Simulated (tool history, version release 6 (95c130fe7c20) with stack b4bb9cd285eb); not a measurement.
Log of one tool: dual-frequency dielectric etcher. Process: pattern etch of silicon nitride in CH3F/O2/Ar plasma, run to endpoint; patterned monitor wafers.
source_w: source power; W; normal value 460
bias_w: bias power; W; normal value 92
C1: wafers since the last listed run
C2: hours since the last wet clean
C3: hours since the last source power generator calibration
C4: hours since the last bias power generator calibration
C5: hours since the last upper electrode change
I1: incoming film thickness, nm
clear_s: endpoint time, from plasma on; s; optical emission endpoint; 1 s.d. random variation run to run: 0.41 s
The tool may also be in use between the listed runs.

Run 1, hour 0: usual settings; C1 0; C2 409.4; C3 1636.7; C4 4208.5; C5 3186.7; I1 51.4. Result: clear_s 55.3 s.
Run 2, hour 7.3: usual settings; C1 102; C2 416.7; C3 1644; C4 4215.8; C5 3194; I1 52.2. Result: clear_s 56.7 s.
Run 3, hour 23.9: usual settings but source_w 550 W; C1 233; C2 433.3; C3 1660.6; C4 4232.4; C5 3210.6; I1 51.9. Result: clear_s 52.2 s.
Run 4, hour 41.7: usual settings; C1 250; C2 451.1; C3 1678.4; C4 4250.2; C5 3228.4; I1 53.1. Result: clear_s 57.5 s.
Run 5, hour 52.4: usual settings; C1 150; C2 461.8; C3 1689.1; C4 4260.9; C5 3239.1; I1 52.1. Result: clear_s 56.5 s.
Run 6, hour 68.5: usual settings; C1 226; C2 477.9; C3 1705.2; C4 4277; C5 3255.2; I1 52.2. Result: clear_s 57.2 s.
Run 7, hour 77.6: usual settings; C1 128; C2 487; C3 1714.3; C4 4286.1; C5 3264.3; I1 52.2. Result: clear_s 57.2 s.
Run 8, hour 91.1: usual settings but source_w 390 W; C1 190; C2 500.5; C3 1727.8; C4 4299.6; C5 3277.8; I1 53. Result: clear_s 60.6 s.
Run 9, hour 98.7: usual settings but source_w 390 W; C1 107; C2 508.1; C3 1735.4; C4 4307.2; C5 3285.4; I1 52. Result: clear_s 59.6 s.
At hour 126: upper electrode replaced.
Run 10, hour 126.5: usual settings but source_w 390 W; C1 53; C2 535.9; C3 1763.2; C4 4335; C5 0.5; I1 52.3. Result: clear_s 59.5 s.
Run 11, hour 126.8: usual settings; C1 4; C2 536.2; C3 1763.5; C4 4335.3; C5 0.8; I1 52.3. Result: clear_s 57 s.
Run 12, hour 127.2: usual settings; C1 5; C2 536.6; C3 1763.9; C4 4335.7; C5 1.2; I1 51.9. Result: clear_s 55.4 s.
At hour 162.5: wet clean of the chamber.
Run 13, hour 163: usual settings; C1 166; C2 0.5; C3 1799.7; C4 4371.5; C5 37; I1 51.4. Result: clear_s 58.4 s.
Run 14, hour 167.3: usual settings; C1 60; C2 4.8; C3 1804; C4 4375.8; C5 41.3; I1 52. Result: clear_s 59.9 s.
Run 15, hour 179.1: usual settings; C1 166; C2 16.6; C3 1815.8; C4 4387.6; C5 53.1; I1 52.5. Result: clear_s 60.5 s.
Run 16, hour 190.2: usual settings but source_w 570 W, bias_w 107 W; C1 156; C2 27.7; C3 1826.9; C4 4398.7; C5 64.2; I1 52. Result: clear_s 52.1 s.
Run 17, hour 200.1: usual settings; C1 139; C2 37.6; C3 1836.8; C4 4408.6; C5 74.1; I1 52.4. Result: clear_s 59.9 s.
Run 18, hour 208.2: usual settings; C1 114; C2 45.7; C3 1844.9; C4 4416.7; C5 82.2; I1 52. Result: clear_s 59.1 s.
At hour 216.1: bias power generator calibrated.
Run 19, hour 225.3: usual settings but source_w 400 W; C1 184; C2 62.8; C3 1862; C4 9.2; C5 99.3; I1 52.2. Result: clear_s 63 s.
Run 20, hour 236.4: usual settings but source_w 490 W; C1 156; C2 73.9; C3 1873.1; C4 20.3; C5 110.4; I1 52.2. Result: clear_s 57.6 s.
Run 21, hour 245.7: usual settings; C1 131; C2 83.2; C3 1882.4; C4 29.6; C5 119.7; I1 52. Result: clear_s 58.7 s.
Run 22, hour 255.2: usual settings but source_w 570 W, bias_w 83 W; C1 133; C2 92.7; C3 1891.9; C4 39.1; C5 129.2; I1 51.9. Result: clear_s 55.6 s.
Run 23, hour 267.6: usual settings but source_w 570 W, bias_w 110 W; C1 174; C2 105.1; C3 1904.3; C4 51.5; C5 141.6; I1 51.8. Result: clear_s 51.1 s.
Run 24, hour 274.1: usual settings but source_w 360 W, bias_w 77 W; C1 91; C2 111.6; C3 1910.8; C4 58; C5 148.1; I1 52.4. Result: clear_s 68.8 s.
At hour 278.4: source power generator calibrated.
Run 25, hour 280.1: usual settings but source_w 390 W, bias_w 111 W; C1 28; C2 117.6; C3 1.7; C4 64; C5 154.1; I1 52. Result: clear_s 60 s.
Run 26, hour 293.2: usual settings but source_w 410 W, bias_w 77 W; C1 184; C2 130.7; C3 14.8; C4 77.1; C5 167.2; I1 52. Result: clear_s 64.6 s.
Run 27, hour 312.5: usual settings; C1 272; C2 150; C3 34.1; C4 96.4; C5 186.5; I1 52. Result: clear_s 58.8 s.
Run 28, hour 319.2: usual settings; C1 94; C2 156.7; C3 40.8; C4 103.1; C5 193.2; I1 51.8. Result: clear_s 58.4 s.
Run 29, hour 330.9: usual settings but source_w 400 W, bias_w 81 W; C1 164; C2 168.4; C3 52.5; C4 114.8; C5 204.9; I1 52.4. Result: clear_s 64.6 s.
Run 30, hour 342.3: usual settings but bias_w 74 W; C1 160; C2 179.8; C3 63.9; C4 126.2; C5 216.3; I1 51.8. Result: clear_s 61.1 s.
Run 31, hour 359.6: usual settings but source_w 490 W, bias_w 71 W; C1 243; C2 197.1; C3 81.2; C4 143.5; C5 233.6; I1 51.6. Result: clear_s 60.5 s.

State the hidden condition of the tool at each of the runs:
source power that arrives over what is set, %: 0 in every run
bias power that arrives over what is set, %: 0 in every run
H1: etch rate over this chamber's usual, %
run       H1
  1     4.82
  2     4.89
  3     5.06
  4     5.23
  5     5.34
  6      5.5
  7     5.59
  8     5.73
  9      5.8
 10     6.08
 11     6.08
 12     6.09
 13   -0.358
 14   -0.316
 15   -0.198
 16  -0.0873
 17   0.0114
 18   0.0921
 19    0.263
 20    0.373
 21    0.466
 22    0.561
 23    0.684
 24    0.749
 25    0.809
 26     0.94
 27     1.13
 28      1.2
 29     1.32
 30     1.43
 31      1.6

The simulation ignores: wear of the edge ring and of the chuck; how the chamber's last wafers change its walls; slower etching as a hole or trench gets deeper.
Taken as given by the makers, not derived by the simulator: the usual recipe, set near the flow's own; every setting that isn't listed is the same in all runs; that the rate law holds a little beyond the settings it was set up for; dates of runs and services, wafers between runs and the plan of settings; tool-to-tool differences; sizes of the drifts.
